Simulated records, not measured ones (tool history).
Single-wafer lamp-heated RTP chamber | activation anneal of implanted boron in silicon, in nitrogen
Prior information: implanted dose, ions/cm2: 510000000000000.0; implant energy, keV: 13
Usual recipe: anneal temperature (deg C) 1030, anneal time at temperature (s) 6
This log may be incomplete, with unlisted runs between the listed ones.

run	hour	anneal temperature (deg C)	anneal time at temperature (s)	wafers since the last listed run	wafers since the last pyrometer calibration	wafers since the reflector plate was cleaned	hours since the gauge calibration	read-back reference wafer on the same gauge, sheet resistance	sheet resistance of the implanted and annealed layer (ohm/square)
1	0.0	1030	6	0	1763	5215	384.8	210.51	222.30
2	92.7	1030	6	2244	4007	7459	477.5	210.55	221.89
3	174.8	1030	6	1987	5995	9447	559.6	210.65	221.62
4	221.3	1030	6	1125	7121	10572	606.1	210.76	222.03
# hour 232.6: pyrometer window cleaned and pyrometer calibrated
5	265.0	1030	6	864	784	11437	649.8	210.87	222.64
6	313.8	1030	6	1181	1965	12618	698.6	210.97	222.14
# hour 322.5: reflector plate cleaned
7	367.7	1030	6	1111	3076	1094	752.5	211.08	222.39
8	465.4	1030	6	2365	5442	3459	850.2	211.30	223.33
9	505.2	1030	6	963	6405	4422	890.0	211.33	222.37
# hour 551.9: pyrometer window cleaned and pyrometer calibrated
10	602.9	1030	6	2171	1235	6594	987.7	211.60	223.24
11	657.7	1030	6	1326	2561	7921	1042.5	211.80	223.98
12	734.9	1030	6	1868	4430	9790	1119.7	212.07	223.66
13	791.2	1046	7	1362	5793	11153	1176.0	212.19	223.18
# hour 877.8: reflector plate cleaned
14	878.3	1030	3	1914	7708	11	1263.1	212.51	224.35
# hour 916.0: pyrometer window cleaned and pyrometer calibrated
15	951.7	1056	4	1583	863	1594	1336.5	212.73	224.47
16	1028.3	1052	7	1854	2717	3449	1413.1	213.04	223.83
# hour 1063.2: gauge calibrated
17	1074.7	1030	6	1123	3841	4572	11.5	210.03	222.00
18	1116.8	1050	9	1019	4860	5591	53.6	210.02	220.67
# hour 1215.0: pyrometer window cleaned and pyrometer calibrated
19	1215.5	1050	9	2195	12	7787	152.3	210.09	219.74
20	1258.1	1006	3	1031	1044	8818	194.9	210.14	225.46
21	1299.3	1056	7	997	2041	9816	236.1	210.15	219.74
# hour 1380.8: reflector plate cleaned
22	1381.3	1058	3	1791	3833	13	318.1	210.23	221.04

What was the tool's hidden state at every run in the log?
true wafer temperature minus pyrometer reading, K: 0, the same for each run
wafer temperature error from the tarnished reflector plate, K: 0, the same for each run
H1: gauge reads high (%)
run	H1
1	0.209
2	0.263
3	0.321
4	0.358
5	0.395
6	0.44
7	0.493
8	0.599
9	0.646
10	0.771
11	0.847
12	0.96
13	1.05
14	1.19
15	1.32
16	1.46
17	0.03
18	0.0319
19	0.0457
20	0.0557
21	0.0678
22	0.0987
